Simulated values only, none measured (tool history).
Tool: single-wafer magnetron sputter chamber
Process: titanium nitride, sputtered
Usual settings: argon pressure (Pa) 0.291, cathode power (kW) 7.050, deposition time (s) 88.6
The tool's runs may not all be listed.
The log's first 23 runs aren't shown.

run,hour,argon pressure (Pa),cathode power (kW),deposition time (s),"read-back reference wafer on the same gauge, thickness_nm",mean film thickness on the monitor wafer (Å)
24,1704.5,0.291,7.050,88.6,136.206,1248.61
25,1768.4,0.397,8.100,97.6,135.924,1488.89
26,1823.4,0.291,5.800,72.4,136.108,902.04
27,1919.4,0.213,7.050,88.6,136.036,1258.37
28,1974.4,0.226,7.050,88.6,136.115,1235.56
29,2094.3,0.291,8.200,71.4,135.771,1085.89
# hour 2114.5: sputter target and shields replaced
30,2160.0,0.291,7.050,88.6,135.954,1268.46
31,2209.9,0.291,7.700,88.6,135.920,1335.39
32,2266.4,0.315,7.050,88.6,136.208,1260.93
33,2334.5,0.291,7.050,88.6,135.854,1253.96

5 ways to go on from here, each from the tool as it stands after run 33. What would each give?
A,2334.9,0.291,7.050,88.6,?,?
B,2334.9,0.238,7.050,88.6,?,?
C,2334.9,0.291,7.050,77.8,?,?
D,2334.9,0.291,8.050,77.3,?,?
E,2334.9,0.291,7.050,93.1,?,?

run,"read-back reference wafer on the same gauge, thickness_nm",mean film thickness on the monitor wafer (Å)
A,135.961,1261.30
B,135.961,1273.15
C,135.961,1107.56
D,135.961,1203.91
E,135.961,1325.36
Without the tool's hidden state the same runs would have given:
run,mean film thickness on the monitor wafer (Å)
A,1267.46
B,1279.37
C,1112.97
D,1209.80
E,1331.84

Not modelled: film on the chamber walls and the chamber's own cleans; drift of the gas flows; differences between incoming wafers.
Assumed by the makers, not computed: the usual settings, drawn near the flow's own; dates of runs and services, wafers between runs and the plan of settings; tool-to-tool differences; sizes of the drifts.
